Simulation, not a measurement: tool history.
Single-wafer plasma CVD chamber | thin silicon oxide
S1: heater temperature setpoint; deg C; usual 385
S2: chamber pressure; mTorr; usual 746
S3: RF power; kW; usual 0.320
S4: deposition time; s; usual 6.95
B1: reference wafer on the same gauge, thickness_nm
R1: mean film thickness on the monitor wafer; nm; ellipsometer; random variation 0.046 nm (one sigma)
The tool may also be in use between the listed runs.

{"run": 1, "hour": 0.0, "S1": 385, "S2": 746, "S3": 0.32, "S4": 6.95, "B1": 10.839, "R1": 10.923}
{"run": 2, "hour": 42.7, "S1": 385, "S2": 746, "S3": 0.32, "S4": 6.95, "B1": 10.855, "R1": 11.02}
{"run": 3, "hour": 80.6, "S1": 385, "S2": 746, "S3": 0.32, "S4": 6.95, "B1": 10.863, "R1": 10.992}
{"run": 4, "hour": 123.4, "S1": 385, "S2": 746, "S3": 0.32, "S4": 6.95, "B1": 10.875, "R1": 11.082}
{"run": 5, "hour": 173.3, "S1": 385, "S2": 746, "S3": 0.32, "S4": 6.95, "B1": 10.866, "R1": 10.986}
{"run": 6, "hour": 203.8, "S1": 396, "S2": 746, "S3": 0.365, "S4": 6.95, "B1": 10.889, "R1": 11.548}
{"run": 7, "hour": 241.0, "S1": 385, "S2": 746, "S3": 0.32, "S4": 6.95, "B1": 10.874, "R1": 11.052}
{"run": 8, "hour": 292.6, "S1": 385, "S2": 746, "S3": 0.32, "S4": 6.95, "B1": 10.906, "R1": 11.017}
{"run": 9, "hour": 340.7, "S1": 394, "S2": 746, "S3": 0.32, "S4": 6.95, "B1": 10.909, "R1": 10.943}
{"run": 10, "hour": 408.1, "S1": 394, "S2": 746, "S3": 0.32, "S4": 6.95, "B1": 10.93, "R1": 10.986}
{"run": 11, "hour": 438.5, "S1": 394, "S2": 746, "S3": 0.32, "S4": 6.95, "B1": 10.953, "R1": 11.05}
{"run": 12, "hour": 493.3, "S1": 392, "S2": 746, "S3": 0.32, "S4": 6.95, "B1": 10.936, "R1": 11.069}
{"hour": 506.5, "done": "capacitance manometer re-zeroed and calibrated"}
{"run": 13, "hour": 548.5, "S1": 379, "S2": 746, "S3": 0.32, "S4": 5.96, "B1": 10.983, "R1": 9.51}
{"run": 14, "hour": 602.7, "S1": 385, "S2": 746, "S3": 0.26, "S4": 6.95, "B1": 10.978, "R1": 10.075}
{"hour": 665.6, "done": "RF generator calibrated"}
{"hour": 675.8, "done": "showerhead replaced"}
{"run": 15, "hour": 676.3, "S1": 385, "S2": 746, "S3": 0.32, "S4": 7.65, "B1": 11.009, "R1": 12.345}
{"run": 16, "hour": 727.2, "S1": 378, "S2": 746, "S3": 0.3, "S4": 6.95, "B1": 11.035, "R1": 10.97}
{"run": 17, "hour": 794.9, "S1": 385, "S2": 746, "S3": 0.32, "S4": 7.92, "B1": 11.053, "R1": 12.747}
{"hour": 820.1, "done": "gauge calibrated"}
{"run": 18, "hour": 844.2, "S1": 385, "S2": 746, "S3": 0.295, "S4": 6.38, "B1": 10.811, "R1": 9.699}
{"run": 19, "hour": 877.4, "S1": 385, "S2": 746, "S3": 0.32, "S4": 6.95, "B1": 10.783, "R1": 10.927}
{"hour": 894.3, "done": "thermocouple changed; heater temperature recalibrated"}
{"run": 20, "hour": 930.5, "S1": 385, "S2": 746, "S3": 0.32, "S4": 6.95, "B1": 10.801, "R1": 11.0}
{"run": 21, "hour": 966.0, "S1": 400, "S2": 746, "S3": 0.32, "S4": 6.95, "B1": 10.783, "R1": 10.848}
{"run": 22, "hour": 1012.8, "S1": 385, "S2": 746, "S3": 0.27, "S4": 6.15, "B1": 10.8, "R1": 8.973}
{"run": 23, "hour": 1051.4, "S1": 385, "S2": 746, "S3": 0.32, "S4": 6.95, "B1": 10.813, "R1": 10.981}
{"run": 24, "hour": 1103.8, "S1": 385, "S2": 621, "S3": 0.32, "S4": 7.41, "B1": 10.8, "R1": 10.309}
{"run": 25, "hour": 1189.1, "S1": 373, "S2": 864, "S3": 0.32, "S4": 6.95, "B1": 10.79, "R1": 12.083}
{"run": 26, "hour": 1239.9, "S1": 385, "S2": 746, "S3": 0.32, "S4": 6.95, "B1": 10.824, "R1": 10.969}
{"run": 27, "hour": 1270.2, "S1": 385, "S2": 746, "S3": 0.32, "S4": 6.95, "B1": 10.801, "R1": 10.945}
{"run": 28, "hour": 1296.5, "S1": 385, "S2": 746, "S3": 0.32, "S4": 6.95, "B1": 10.815, "R1": 10.934}
{"run": 29, "hour": 1335.2, "S1": 385, "S2": 746, "S3": 0.32, "S4": 6.95, "B1": 10.82, "R1": 10.95}

4 ways to go on from here, each from the tool as it stands after run 29. What would each give?
{"run": "A", "hour": 1335.6, "S1": 385, "S2": 746, "S3": 0.32, "S4": 6.95, "B1": "?", "R1": "?"}
{"run": "B", "hour": 1335.6, "S1": 378, "S2": 604, "S3": 0.35, "S4": 6.95, "B1": "?", "R1": "?"}
{"run": "C", "hour": 1335.6, "S1": 385, "S2": 746, "S3": 0.335, "S4": 8.29, "B1": "?", "R1": "?"}
{"run": "D", "hour": 1335.6, "S1": 385, "S2": 681, "S3": 0.32, "S4": 6.95, "B1": "?", "R1": "?"}

run=A B1=10.842 R1=10.911
run=B B1=10.842 R1=9.876
run=C B1=10.842 R1=13.258
run=D B1=10.842 R1=10.258
Without the tool's hidden state the same runs would have given:
run=A R1=10.881
run=B R1=9.849
run=C R1=13.221
run=D R1=10.230
